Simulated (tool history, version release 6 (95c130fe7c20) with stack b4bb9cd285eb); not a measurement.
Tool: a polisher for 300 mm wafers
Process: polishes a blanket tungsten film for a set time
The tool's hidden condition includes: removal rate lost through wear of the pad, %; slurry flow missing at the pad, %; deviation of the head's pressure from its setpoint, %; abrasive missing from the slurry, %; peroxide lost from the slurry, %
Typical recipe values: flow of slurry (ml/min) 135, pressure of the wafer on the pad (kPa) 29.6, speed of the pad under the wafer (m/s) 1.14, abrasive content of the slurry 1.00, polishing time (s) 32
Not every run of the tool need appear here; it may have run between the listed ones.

run	day	flow of slurry (ml/min)	pressure of the wafer on the pad (kPa)	speed of the pad under the wafer (m/s)	abrasive content of the slurry	polishing time (s)	wafers since the last listed run	wafers polished on this pad	hours since the slurry nozzle was cleaned	hours since the head pressure was calibrated	hours since the slurry blender was calibrated	hours since the slurry got fresh peroxide	incoming thickness of the incoming film, nm	film removed (Å)
1	0.000	135	29.6	1.14	1.00	32	0	29	122.5	1267.3	80.1	51.3	1459.1	1790
2	1.250	135	29.6	1.14	1.00	32	265	294	152.5	1297.3	110.1	81.3	1457.0	1764
3	1.833	135	29.6	1.14	1.00	32	123	418	166.5	1311.3	124.1	95.3	1476.4	1765
# day 2.479: slurry blender recalibrated
4	2.917	135	29.6	1.14	1.00	32	212	630	192.5	1337.3	10.5	121.3	1471.5	1738
# day 3.633: slurry tank refilled with fresh slurry and peroxide
5	4.008	135	29.6	1.14	1.00	32	222	853	218.7	1363.5	36.7	9.0	1465.6	1743
# day 5.646: worn pad replaced by a new one
6	5.829	135	29.6	1.40	1.00	32	351	38	262.4	1407.2	80.4	52.7	1463.3	2051
7	6.938	135	33.1	1.14	1.00	32	235	274	289.0	1433.8	107.0	79.3	1443.3	1920
8	8.321	135	33.1	1.14	1.00	32	293	567	322.2	1467.0	140.2	112.5	1454.2	1921
# day 8.525: slurry blender recalibrated
9	9.117	135	33.1	1.14	1.00	32	151	719	341.3	1486.1	14.2	131.6	1467.5	1888
# day 10.146: slurry tank refilled with fresh slurry and peroxide
10	10.204	135	29.6	1.14	1.00	32	222	941	367.4	1512.2	40.3	1.4	1426.7	1695
11	11.083	135	29.6	1.24	1.00	32	186	1127	388.5	1533.3	61.4	22.5	1447.6	1790
# day 11.900: worn pad replaced by a new one
12	11.921	135	29.6	1.24	1.00	32	142	4	408.6	1553.4	81.5	42.6	1436.5	1767
13	12.817	175	29.6	1.14	1.00	32	190	194	430.1	1574.9	103.0	64.1	1458.1	1758
# day 14.033: slurry blender recalibrated
14	14.125	135	29.6	1.14	1.00	35	260	454	461.5	1606.3	2.2	95.5	1457.7	1788
# day 14.554: head pressure recalibrated
15	14.817	135	20.7	0.98	1.20	32	129	583	478.1	6.3	18.8	112.1	1445.2	1110
# day 15.250: slurry tank refilled with fresh slurry and peroxide
16	15.525	135	29.6	1.14	1.00	32	141	724	495.1	23.3	35.8	6.6	1470.9	1605
# day 15.758: slurry nozzle cleaned
17	16.038	135	29.6	0.74	1.00	32	99	824	6.7	35.6	48.1	18.9	1468.9	1302
# day 17.583: worn pad replaced by a new one
18	19.054	135	29.6	1.40	1.00	32	604	312	79.1	108.0	120.5	91.3	1452.0	2077
# day 19.871: slurry blender recalibrated
19	20.371	135	29.6	1.44	1.10	32	261	574	110.7	139.6	12.0	122.9	1450.9	2179
20	20.900	150	29.6	1.14	1.00	41	112	686	123.4	152.3	24.7	135.6	1480.3	2315
21	21.529	160	29.6	1.14	1.10	32	133	820	138.5	167.4	39.8	150.7	1452.2	1849
# day 21.717: slurry tank refilled with fresh slurry and peroxide
# day 22.346: worn pad replaced by a new one
22	22.625	135	29.6	0.76	1.00	32	188	59	164.8	193.7	66.1	21.8	1477.0	1316
23	23.454	135	29.6	1.14	1.10	38	176	235	184.7	213.6	86.0	41.7	1474.8	2172
24	24.254	175	29.6	1.14	0.85	28	169	405	203.9	232.8	105.2	60.9	1468.0	1519
25	24.917	135	29.6	1.14	1.00	32	140	545	219.8	248.7	121.1	76.8	1446.0	1753
# day 25.588: slurry blender recalibrated
26	25.612	135	29.6	1.44	1.10	32	130	675	236.5	265.4	0.6	93.5	1440.1	2183

Pick out some run-to-run changes in film removed (Å). Of each, how much would a tool without hidden state show as well, from the settings, what came in and chance, and how much is left for the hidden state and any gauge scatter not in both results compared?
Run 15 -> 16: pressure of the wafer on the pad (kPa) 20.7 -> 29.6, speed of the pad under the wafer (m/s) 0.98 -> 1.14, abrasive content of the slurry 1.20 -> 1.00, slurry tank refilled with fresh slurry and peroxide. film removed (Å) +495: hidden state -63, all else +558.
Run 16 -> 17: speed of the pad under the wafer (m/s) 1.14 -> 0.74, slurry nozzle cleaned. film removed (Å) -303: hidden state +161, all else -464.
Run 17 -> 18: speed of the pad under the wafer (m/s) 0.74 -> 1.40, worn pad replaced by a new one. film removed (Å) +775: hidden state -7, all else +782.
Run 22 -> 23: speed of the pad under the wafer (m/s) 0.76 -> 1.14, abrasive content of the slurry 1.00 -> 1.10, polishing time (s) 32 -> 38. film removed (Å) +856: hidden state -15, all else +871.
